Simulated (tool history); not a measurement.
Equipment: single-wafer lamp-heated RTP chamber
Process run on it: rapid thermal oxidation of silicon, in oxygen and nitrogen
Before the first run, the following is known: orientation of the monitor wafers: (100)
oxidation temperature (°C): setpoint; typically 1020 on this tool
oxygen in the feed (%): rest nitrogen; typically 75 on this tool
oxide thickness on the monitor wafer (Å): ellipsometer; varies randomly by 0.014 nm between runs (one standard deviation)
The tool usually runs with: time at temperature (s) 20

run,hour,oxidation temperature (°C),time at temperature (s),oxygen in the feed (%),wafers since the last listed run,wafers since the last pyrometer calibration,hours since the oxygen flow controller was replaced,hours since the gauge calibration,"read-back reference wafer on the same gauge, thickness",oxide thickness on the monitor wafer (Å)
1,0,1020,20,75,0,6345,7239.4,842.5,3.277,35.56
2,42.7,1020,20,75,547,6893,7282.1,885.2,3.282,36.16
3,102.1,1020,20,75,761,7654,7341.5,944.6,3.28,35.92
# hour 133.8: pyrometer window cleaned and pyrometer calibrated
4,162.6,1020,20,75,672,369,7402,1005.1,3.278,35.59
5,217.9,1020,20,75,708,1078,7457.3,1060.4,3.282,35.46
6,264.1,1020,20,75,592,1670,7503.5,1106.6,3.278,35.37
7,313.8,1020,20,75,637,2307,7553.2,1156.3,3.28,35.8
# hour 353.4: oxygen flow controller replaced
# hour 353.8: gauge calibrated
8,368.4,1020,20,75,597,2905,15,14.6,3.284,35.41
9,435.8,1020,18,75,863,3769,82.4,82,3.278,34.25
10,502.8,1020,20,67,858,4628,149.4,149,3.28,34.38
11,548.7,1020,20,67,588,5216,195.3,194.9,3.281,34.22

Forecast run 12:
12,585.1,1020,20,75,466,5683,231.7,231.3,?,?

Run 12 came out at read-back reference wafer on the same gauge, thickness 3.281, oxide thickness on the monitor wafer (Å) 35.83.
If the tool had no hidden condition, the same run with the same run-to-run variation would have returned oxide thickness on the monitor wafer (Å) 35.46.
